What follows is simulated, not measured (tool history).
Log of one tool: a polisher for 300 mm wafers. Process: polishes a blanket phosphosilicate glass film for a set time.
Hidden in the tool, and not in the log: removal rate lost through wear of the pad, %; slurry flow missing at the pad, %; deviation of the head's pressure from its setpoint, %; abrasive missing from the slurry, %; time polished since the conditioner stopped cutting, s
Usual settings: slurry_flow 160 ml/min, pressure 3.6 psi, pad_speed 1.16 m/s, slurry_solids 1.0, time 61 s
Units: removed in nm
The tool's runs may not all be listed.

run,hour,slurry_flow,pressure,pad_speed,slurry_solids,time,wafers since the last listed run,wafers polished on this pad,hours since the slurry nozzle was cleaned,hours since the head pressure was calibrated,hours since the slurry blender was calibrated,hours since the conditioning disc was replaced,"incoming thickness of the incoming film, nm",removed
1,0.0,140,3.6,1.16,1.0,61,0,194,360.6,823.6,210.6,143.4,3879.6,591.5
2,41.2,140,3.6,1.16,1.0,61,308,503,401.8,864.8,251.8,184.6,3970.5,593.3
3,57.3,140,3.6,1.16,1.0,61,120,623,417.9,880.9,267.9,200.7,3860.1,594.8
4,73.7,160,3.6,1.16,1.0,61,122,746,434.3,897.3,284.3,217.1,3895.2,609.9
5,83.2,160,3.6,1.16,1.0,61,71,817,443.8,906.8,293.8,226.6,3833.4,614.0
6,100.5,160,3.6,1.16,1.0,61,129,947,461.1,924.1,311.1,243.9,3874.9,604.4
# hour 116.6: worn pad replaced by a new one
7,117.1,160,3.6,1.16,1.0,61,94,3,477.7,940.7,327.7,260.5,3907.2,610.1
# hour 123.2: slurry blender recalibrated
# hour 125.4: slurry nozzle cleaned
8,128.3,160,3.6,1.16,1.0,61,61,65,2.9,951.9,5.1,271.7,3883.5,676.6
9,145.1,160,3.6,1.16,1.0,61,125,191,19.7,968.7,21.9,288.5,3902.1,675.1
10,151.9,160,3.6,1.16,1.0,61,50,241,26.5,975.5,28.7,295.3,3905.5,661.3
# hour 160.3: conditioning disc replaced and pad reconditioned
11,163.9,160,3.6,1.16,1.0,61,74,316,38.5,987.5,40.7,3.6,3873.5,667.1
12,176.8,115,4.4,1.16,1.0,45,96,413,51.4,1000.4,53.6,16.5,3832.7,510.0
# hour 183.4: head pressure recalibrated
13,186.2,130,3.6,0.94,0.8,51,55,468,60.8,2.8,63.0,25.9,3895.7,414.2
14,196.3,160,3.6,1.04,1.0,61,75,544,70.9,12.9,73.1,36.0,3846.6,598.7
15,204.7,160,3.6,1.16,1.0,61,62,607,79.3,21.3,81.5,44.4,3943.5,656.8
16,214.4,160,3.6,1.16,0.8,61,72,680,89.0,31.0,91.2,54.1,3881.3,605.3
17,227.8,140,3.6,1.16,1.0,61,100,780,102.4,44.4,104.6,67.5,3890.0,618.4
18,244.9,160,3.2,0.96,1.0,48,128,908,119.5,61.5,121.7,84.6,3877.6,398.7
# hour 257.2: worn pad replaced by a new one
19,257.7,160,3.6,1.16,1.0,61,65,3,132.3,74.3,134.5,97.4,3893.2,639.1
20,263.6,140,3.6,1.16,1.0,61,44,48,138.2,80.2,140.4,103.3,3859.1,606.8
21,281.1,115,4.6,1.16,1.0,46,131,179,155.7,97.7,157.9,120.8,3923.6,508.7
22,292.4,185,3.6,1.16,1.0,61,84,263,167.0,109.0,169.2,132.1,3957.2,657.5

4 ways to go on from here, each from the tool as it stands after run 22. What would each give?
A,292.8,160,3.6,1.16,1.1,61,2,266,167.4,109.4,169.6,132.5,3842.6,?
B,292.8,160,3.2,0.98,0.9,61,2,266,167.4,109.4,169.6,132.5,3842.6,?
C,292.8,160,4.4,1.38,1.0,44,2,266,167.4,109.4,169.6,132.5,3842.6,?
D,292.8,160,3.6,1.16,1.0,51,2,266,167.4,109.4,169.6,132.5,3842.6,?

run,removed
A,641.8
B,487.2
C,591.0
D,519.9
Without the tool's hidden state the same runs would have given:
run,removed
A,709.9
B,539.0
C,653.7
D,575.1
